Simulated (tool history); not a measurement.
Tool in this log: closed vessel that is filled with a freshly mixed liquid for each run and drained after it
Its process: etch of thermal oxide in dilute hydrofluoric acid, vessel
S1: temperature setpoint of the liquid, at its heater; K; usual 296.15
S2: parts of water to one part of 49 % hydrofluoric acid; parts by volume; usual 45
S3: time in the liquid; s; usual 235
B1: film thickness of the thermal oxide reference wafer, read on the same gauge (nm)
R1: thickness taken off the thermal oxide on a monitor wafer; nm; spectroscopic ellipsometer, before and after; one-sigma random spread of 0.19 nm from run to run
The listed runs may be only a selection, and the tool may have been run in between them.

Run 1, hour 0.0: usual settings; B1 140.03. Result: R1 24.82 nm.
Run 2, hour 25.5: usual settings but S1 293.15 K; B1 140.01. Result: R1 21.92 nm.
Run 3, hour 38.2: usual settings but S1 293.15 K; B1 140.01. Result: R1 22.01 nm.
Run 4, hour 101.8: usual settings but S1 293.15 K; B1 140.00. Result: R1 21.70 nm.
Run 5, hour 127.5: usual settings; B1 139.99. Result: R1 24.68 nm.
Run 6, hour 161.3: usual settings; B1 140.01. Result: R1 24.79 nm.
Run 7, hour 182.3: usual settings but S2 35 parts by volume; B1 139.96. Result: R1 32.51 nm.
Run 8, hour 196.2: usual settings; B1 139.99. Result: R1 24.69 nm.
Run 9, hour 212.4: usual settings; B1 139.99. Result: R1 24.69 nm.
Run 10, hour 236.1: usual settings; B1 140.02. Result: R1 24.69 nm.
Run 11, hour 251.6: usual settings but S1 298.15 K; B1 140.05. Result: R1 26.89 nm.
Run 12, hour 272.0: usual settings; B1 139.98. Result: R1 24.78 nm.
At hour 285.6: thermometer replaced.
Run 13, hour 293.9: usual settings but S1 299.65 K, S3 315 s; B1 140.01. Result: R1 38.06 nm.
At hour 301.5: hydrofluoric acid flow meter replaced.
Run 14, hour 308.4: usual settings but S1 291.15 K, S3 300 s; B1 139.98. Result: R1 25.96 nm.
At hour 314.3: gauge calibrated.
Run 15, hour 326.6: usual settings but S2 50 parts by volume, S3 355 s; B1 140.02. Result: R1 33.84 nm.
Run 16, hour 353.4: usual settings but S2 65 parts by volume, S3 290 s; B1 139.99. Result: R1 20.91 nm.
Run 17, hour 370.9: usual settings; B1 139.98. Result: R1 24.76 nm.
Run 18, hour 394.0: usual settings but S2 55 parts by volume, S3 120 s; B1 140.02. Result: R1 10.09 nm.
Run 19, hour 419.0: usual settings; B1 139.99. Result: R1 24.76 nm.
Run 20, hour 443.0: usual settings but S1 291.65 K, S2 25 parts by volume; B1 140.01. Result: R1 37.78 nm.

5 options for the next run, each taken on its own from the tool as it stands now. Forecast them:
Run A, hour 443.7: usual settings but S2 60 parts by volume; B1 ?. Result: R1 ?.
Run B, hour 443.7: usual settings but S1 293.15 K, S2 25 parts by volume, S3 185 s; B1 ?. Result: R1 ?.
Run C, hour 443.7: usual settings but S2 30 parts by volume; B1 ?. Result: R1 ?.
Run D, hour 443.7: usual settings but S1 291.65 K, S3 305 s; B1 ?. Result: R1 ?.
Run E, hour 443.7: usual settings but S1 292.65 K; B1 ?. Result: R1 ?.

run      B1     R1
  A  140.00  18.39
  B  140.00  31.98
  C  140.00  38.24
  D  140.00  26.81
  E  140.00  21.56
With the hidden condition removed and each run's random variation left untouched, the same runs would have given:
run     R1
  A  18.39
  B  31.98
  C  38.24
  D  26.81
  E  21.56
